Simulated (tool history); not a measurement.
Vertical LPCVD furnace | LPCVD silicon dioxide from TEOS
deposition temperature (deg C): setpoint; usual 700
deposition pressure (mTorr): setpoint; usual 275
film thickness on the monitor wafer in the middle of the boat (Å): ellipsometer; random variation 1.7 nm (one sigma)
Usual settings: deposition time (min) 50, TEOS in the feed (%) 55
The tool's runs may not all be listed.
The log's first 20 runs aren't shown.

run	day	deposition temperature (deg C)	deposition pressure (mTorr)	deposition time (min)	TEOS in the feed (%)	read-back reference wafer on the same gauge, thickness	film thickness on the monitor wafer in the middle of the boat (Å)
21	45.458	700	275	50	55	329.55	3072.9
22	47.092	700	275	50	55	331.33	3054.7
23	48.233	700	275	50	46	329.99	2809.6
# day 48.562: gauge calibrated
# day 50.138: thermocouples replaced and temperature profile calibrated
24	50.158	690	315	50	59	329.82	2716.1
25	52.625	700	210	66.5	55	329.66	3588.7
26	55.308	700	275	50	55	330.3	3055.9
27	56.896	704	210	37	50	329.98	2071.4
28	61.758	700	325	50	55	329.79	3338.6
29	64.133	711	315	58	55	330.07	4916.2
30	65.983	700	275	50	55	329.71	3080
31	68.392	695	320	33.5	64	330.97	2139.9
32	70.004	700	275	31.5	65	329.54	2104

3 ways to go on from here, each from the tool as it stands after run 32. What would each give?
A	70.188	700	275	66	55	?	?
B	70.188	700	275	31.5	46	?	?
C	70.188	700	315	58.5	55	?	?

run	read-back reference wafer on the same gauge, thickness	film thickness on the monitor wafer in the middle of the boat (Å)
A	329.79	4037.1
B	329.79	1762.1
C	329.79	3829.7
Without the tool's hidden state the same runs would have given:
run	film thickness on the monitor wafer in the middle of the boat (Å)
A	4037.1
B	1762.1
C	3829.7
